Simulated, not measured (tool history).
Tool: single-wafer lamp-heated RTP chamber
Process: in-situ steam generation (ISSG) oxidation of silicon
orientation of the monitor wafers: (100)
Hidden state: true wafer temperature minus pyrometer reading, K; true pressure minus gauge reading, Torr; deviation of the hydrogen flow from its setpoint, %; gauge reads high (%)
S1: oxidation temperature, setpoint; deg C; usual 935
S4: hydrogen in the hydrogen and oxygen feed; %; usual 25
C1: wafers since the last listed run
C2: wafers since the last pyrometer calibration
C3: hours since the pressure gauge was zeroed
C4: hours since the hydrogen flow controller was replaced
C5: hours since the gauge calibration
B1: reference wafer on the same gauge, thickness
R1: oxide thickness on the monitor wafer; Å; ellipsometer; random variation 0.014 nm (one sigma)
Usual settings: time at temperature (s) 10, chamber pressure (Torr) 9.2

{"run": 1, "hour": 0.0, "S1": 935, "time at temperature (s)": 10, "chamber pressure (Torr)": 9.2, "S4": 25, "C1": 0, "C2": 2750, "C3": 3302.8, "C4": 3484.7, "C5": 602.9, "B1": 2.781, "R1": 34.06}
{"run": 2, "hour": 18.2, "S1": 950, "time at temperature (s)": 11, "chamber pressure (Torr)": 9.2, "S4": 25, "C1": 166, "C2": 2916, "C3": 3321.0, "C4": 3502.9, "C5": 621.1, "B1": 2.783, "R1": 36.32}
{"run": 3, "hour": 35.4, "S1": 950, "time at temperature (s)": 11, "chamber pressure (Torr)": 9.2, "S4": 25, "C1": 157, "C2": 3073, "C3": 3338.2, "C4": 3520.1, "C5": 638.3, "B1": 2.779, "R1": 36.38}
{"run": 4, "hour": 62.7, "S1": 950, "time at temperature (s)": 11, "chamber pressure (Torr)": 9.2, "S4": 25, "C1": 249, "C2": 3323, "C3": 3365.5, "C4": 3547.4, "C5": 665.6, "B1": 2.777, "R1": 36.16}
{"run": 5, "hour": 77.3, "S1": 935, "time at temperature (s)": 10, "chamber pressure (Torr)": 9.2, "S4": 25, "C1": 133, "C2": 3456, "C3": 3380.1, "C4": 3562.0, "C5": 680.2, "B1": 2.779, "R1": 34.02}
{"run": 6, "hour": 100.4, "S1": 935, "time at temperature (s)": 10, "chamber pressure (Torr)": 9.2, "S4": 25, "C1": 211, "C2": 3667, "C3": 3403.2, "C4": 3585.1, "C5": 703.3, "B1": 2.781, "R1": 34.05}
{"run": 7, "hour": 116.9, "S1": 935, "time at temperature (s)": 10, "chamber pressure (Torr)": 9.2, "S4": 25, "C1": 150, "C2": 3818, "C3": 3419.7, "C4": 3601.6, "C5": 719.8, "B1": 2.78, "R1": 34.13}
{"run": 8, "hour": 146.3, "S1": 947, "time at temperature (s)": 10, "chamber pressure (Torr)": 9.2, "S4": 25, "C1": 268, "C2": 4087, "C3": 3449.1, "C4": 3631.0, "C5": 749.2, "B1": 2.785, "R1": 35.08}
{"run": 9, "hour": 178.4, "S1": 931, "time at temperature (s)": 10, "chamber pressure (Torr)": 10.2, "S4": 25, "C1": 293, "C2": 4380, "C3": 3481.2, "C4": 3663.1, "C5": 781.3, "B1": 2.776, "R1": 32.9}
{"run": 10, "hour": 202.3, "S1": 950, "time at temperature (s)": 7, "chamber pressure (Torr)": 9.2, "S4": 21, "C1": 218, "C2": 4599, "C3": 3505.1, "C4": 3687.0, "C5": 805.2, "B1": 2.783, "R1": 29.59}
{"run": 11, "hour": 234.9, "S1": 924, "time at temperature (s)": 10, "chamber pressure (Torr)": 9.2, "S4": 25, "C1": 297, "C2": 4896, "C3": 3537.7, "C4": 3719.6, "C5": 837.8, "B1": 2.782, "R1": 33.41}
{"run": 12, "hour": 252.0, "S1": 935, "time at temperature (s)": 7, "chamber pressure (Torr)": 9.2, "S4": 25, "C1": 156, "C2": 5053, "C3": 3554.8, "C4": 3736.7, "C5": 854.9, "B1": 2.781, "R1": 30.21}
{"run": 13, "hour": 274.7, "S1": 935, "time at temperature (s)": 10, "chamber pressure (Torr)": 9.2, "S4": 25, "C1": 207, "C2": 5260, "C3": 3577.5, "C4": 3759.4, "C5": 877.6, "B1": 2.78, "R1": 34.25}
{"run": 14, "hour": 295.5, "S1": 935, "time at temperature (s)": 10, "chamber pressure (Torr)": 9.2, "S4": 25, "C1": 190, "C2": 5450, "C3": 3598.3, "C4": 3780.2, "C5": 898.4, "B1": 2.785, "R1": 34.4}
{"hour": 334.1, "done": "hydrogen flow controller replaced"}
{"run": 15, "hour": 334.6, "S1": 935, "time at temperature (s)": 10, "chamber pressure (Torr)": 9.2, "S4": 25, "C1": 284, "C2": 5735, "C3": 3637.4, "C4": 0.5, "C5": 937.5, "B1": 2.782, "R1": 34.05}
{"hour": 374.9, "done": "pyrometer window cleaned and pyrometer calibrated"}
{"hour": 380.1, "done": "pressure gauge zeroed"}
{"run": 16, "hour": 423.3, "S1": 935, "time at temperature (s)": 10, "chamber pressure (Torr)": 9.2, "S4": 25, "C1": 690, "C2": 394, "C3": 43.2, "C4": 89.2, "C5": 1026.2, "B1": 2.78, "R1": 33.62}
{"run": 17, "hour": 438.9, "S1": 935, "time at temperature (s)": 10, "chamber pressure (Torr)": 9.2, "S4": 25, "C1": 142, "C2": 537, "C3": 58.8, "C4": 104.8, "C5": 1041.8, "B1": 2.78, "R1": 33.74}
{"run": 18, "hour": 462.4, "S1": 942, "time at temperature (s)": 7, "chamber pressure (Torr)": 9.2, "S4": 25, "C1": 214, "C2": 752, "C3": 82.3, "C4": 128.3, "C5": 1065.3, "B1": 2.776, "R1": 30.22}
{"run": 19, "hour": 487.4, "S1": 935, "time at temperature (s)": 10, "chamber pressure (Torr)": 9.2, "S4": 15, "C1": 228, "C2": 980, "C3": 107.3, "C4": 153.3, "C5": 1090.3, "B1": 2.783, "R1": 29.94}
{"run": 20, "hour": 521.7, "S1": 928, "time at temperature (s)": 7, "chamber pressure (Torr)": 10.2, "S4": 21, "C1": 313, "C2": 1294, "C3": 141.6, "C4": 187.6, "C5": 1124.6, "B1": 2.775, "R1": 27.72}
{"run": 21, "hour": 547.7, "S1": 935, "time at temperature (s)": 8, "chamber pressure (Torr)": 9.2, "S4": 30, "C1": 237, "C2": 1531, "C3": 167.6, "C4": 213.6, "C5": 1150.6, "B1": 2.775, "R1": 32.9}
{"run": 22, "hour": 570.0, "S1": 923, "time at temperature (s)": 12, "chamber pressure (Torr)": 9.2, "S4": 19, "C1": 203, "C2": 1735, "C3": 189.9, "C4": 235.9, "C5": 1172.9, "B1": 2.785, "R1": 32.8}
{"run": 23, "hour": 600.3, "S1": 935, "time at temperature (s)": 10, "chamber pressure (Torr)": 9.2, "S4": 25, "C1": 276, "C2": 2012, "C3": 220.2, "C4": 266.2, "C5": 1203.2, "B1": 2.779, "R1": 33.9}
{"run": 24, "hour": 631.3, "S1": 935, "time at temperature (s)": 14, "chamber pressure (Torr)": 9.2, "S4": 16, "C1": 283, "C2": 2295, "C3": 251.2, "C4": 297.2, "C5": 1234.2, "B1": 2.775, "R1": 34.59}
{"run": 25, "hour": 663.8, "S1": 921, "time at temperature (s)": 9, "chamber pressure (Torr)": 8.1, "S4": 20, "C1": 297, "C2": 2592, "C3": 283.7, "C4": 329.7, "C5": 1266.7, "B1": 2.782, "R1": 30.45}
{"hour": 675.9, "done": "gauge calibrated"}
{"run": 26, "hour": 770.1, "S1": 922, "time at temperature (s)": 8, "chamber pressure (Torr)": 9.2, "S4": 25, "C1": 971, "C2": 3564, "C3": 390.0, "C4": 436.0, "C5": 94.2, "B1": 2.782, "R1": 30.77}
{"run": 27, "hour": 802.6, "S1": 917, "time at temperature (s)": 7, "chamber pressure (Torr)": 9.9, "S4": 31, "C1": 297, "C2": 3861, "C3": 422.5, "C4": 468.5, "C5": 126.7, "B1": 2.782, "R1": 30.64}
{"run": 28, "hour": 834.5, "S1": 935, "time at temperature (s)": 12, "chamber pressure (Torr)": 9.2, "S4": 31, "C1": 291, "C2": 4152, "C3": 454.4, "C4": 500.4, "C5": 158.6, "B1": 2.778, "R1": 38.23}
{"run": 29, "hour": 857.0, "S1": 935, "time at temperature (s)": 10, "chamber pressure (Torr)": 9.2, "S4": 15, "C1": 205, "C2": 4358, "C3": 476.9, "C4": 522.9, "C5": 181.1, "B1": 2.786, "R1": 29.95}
{"run": 30, "hour": 890.1, "S1": 935, "time at temperature (s)": 10, "chamber pressure (Torr)": 9.2, "S4": 25, "C1": 302, "C2": 4660, "C3": 510.0, "C4": 556.0, "C5": 214.2, "B1": 2.777, "R1": 34.45}
{"run": 31, "hour": 910.2, "S1": 922, "time at temperature (s)": 10, "chamber pressure (Torr)": 8.6, "S4": 25, "C1": 183, "C2": 4844, "C3": 530.1, "C4": 576.1, "C5": 234.3, "B1": 2.78, "R1": 33.84}
{"run": 32, "hour": 926.5, "S1": 935, "time at temperature (s)": 14, "chamber pressure (Torr)": 9.2, "S4": 25, "C1": 148, "C2": 4993, "C3": 546.4, "C4": 592.4, "C5": 250.6, "B1": 2.773, "R1": 38.8}

Forecast each of these 3 alternatives for the next run:
{"run": "A", "hour": 927.0, "S1": 935, "time at temperature (s)": 10, "chamber pressure (Torr)": 10.0, "S4": 25, "C1": 4, "C2": 4998, "C3": 546.9, "C4": 592.9, "C5": 251.1, "B1": "?", "R1": "?"}
{"run": "B", "hour": 927.0, "S1": 949, "time at temperature (s)": 13, "chamber pressure (Torr)": 9.2, "S4": 32, "C1": 4, "C2": 4998, "C3": 546.9, "C4": 592.9, "C5": 251.1, "B1": "?", "R1": "?"}
{"run": "C", "hour": 927.0, "S1": 925, "time at temperature (s)": 10, "chamber pressure (Torr)": 7.8, "S4": 25, "C1": 4, "C2": 4998, "C3": 546.9, "C4": 592.9, "C5": 251.1, "B1": "?", "R1": "?"}

run=A B1=2.779 R1=33.71
run=B B1=2.779 R1=41.51
run=C B1=2.779 R1=34.04
Without the tool's hidden state the same runs would have given:
run=A R1=32.99
run=B R1=40.40
run=C R1=33.35

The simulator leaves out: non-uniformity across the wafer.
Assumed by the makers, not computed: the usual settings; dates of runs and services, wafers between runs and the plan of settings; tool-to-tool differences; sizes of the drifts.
